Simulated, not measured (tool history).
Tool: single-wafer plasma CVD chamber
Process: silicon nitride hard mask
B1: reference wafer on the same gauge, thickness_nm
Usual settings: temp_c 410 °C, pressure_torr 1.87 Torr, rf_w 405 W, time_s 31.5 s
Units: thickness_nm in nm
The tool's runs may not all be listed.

run 1 hour=0.0 | temp_c=410 pressure_torr=1.87 rf_w=405 time_s=31.5 | B1=45.999 | thickness_nm=49.247
run 2 hour=100.3 | temp_c=410 pressure_torr=1.87 rf_w=405 time_s=31.5 | B1=46.000 | thickness_nm=49.063
-- hour=118.0 gauge calibrated
run 3 hour=195.2 | temp_c=410 pressure_torr=1.87 rf_w=405 time_s=31.5 | B1=45.983 | thickness_nm=48.370
run 4 hour=247.2 | temp_c=410 pressure_torr=1.87 rf_w=405 time_s=31.5 | B1=45.897 | thickness_nm=48.535
run 5 hour=284.0 | temp_c=410 pressure_torr=1.87 rf_w=405 time_s=32.8 | B1=45.995 | thickness_nm=50.660
run 6 hour=350.0 | temp_c=399 pressure_torr=1.87 rf_w=385 time_s=31.5 | B1=45.983 | thickness_nm=48.606
run 7 hour=454.4 | temp_c=410 pressure_torr=1.87 rf_w=405 time_s=31.5 | B1=46.003 | thickness_nm=49.255
run 8 hour=492.2 | temp_c=410 pressure_torr=1.87 rf_w=405 time_s=31.5 | B1=46.013 | thickness_nm=48.592
run 9 hour=533.9 | temp_c=410 pressure_torr=1.87 rf_w=405 time_s=31.5 | B1=45.996 | thickness_nm=48.826
-- hour=594.2 capacitance manometer re-zeroed and calibrated
run 10 hour=602.1 | temp_c=423 pressure_torr=1.87 rf_w=405 time_s=34.5 | B1=45.934 | thickness_nm=53.748
run 11 hour=648.3 | temp_c=415 pressure_torr=1.42 rf_w=465 time_s=37.3 | B1=46.072 | thickness_nm=56.468
run 12 hour=689.7 | temp_c=410 pressure_torr=1.87 rf_w=405 time_s=31.5 | B1=45.944 | thickness_nm=49.084
-- hour=717.9 showerhead replaced
-- hour=782.9 RF generator calibrated
run 13 hour=796.4 | temp_c=397 pressure_torr=1.87 rf_w=350 time_s=37.7 | B1=45.937 | thickness_nm=54.925
run 14 hour=879.6 | temp_c=410 pressure_torr=1.87 rf_w=355 time_s=31.5 | B1=46.009 | thickness_nm=45.594
-- hour=1015.2 gauge calibrated
-- hour=1021.6 thermocouple changed; heater temperature recalibrated
run 15 hour=1058.9 | temp_c=410 pressure_torr=1.87 rf_w=405 time_s=31.5 | B1=45.976 | thickness_nm=48.695
run 16 hour=1138.7 | temp_c=410 pressure_torr=1.87 rf_w=405 time_s=37.0 | B1=46.018 | thickness_nm=57.342
run 17 hour=1187.4 | temp_c=410 pressure_torr=1.87 rf_w=405 time_s=31.5 | B1=45.988 | thickness_nm=48.933
run 18 hour=1248.5 | temp_c=399 pressure_torr=2.04 rf_w=405 time_s=36.3 | B1=45.962 | thickness_nm=58.225
run 19 hour=1332.6 | temp_c=410 pressure_torr=2.04 rf_w=405 time_s=31.5 | B1=45.939 | thickness_nm=50.069

The tool's hidden state at each run:
wafer temperature above the value expected at the setpoint (K): 0 in every run
delivered RF power above the setpoint (%): 0 in every run
true pressure above the setpoint (%): 0 in every run
gauge reads high (%): 0 in every run
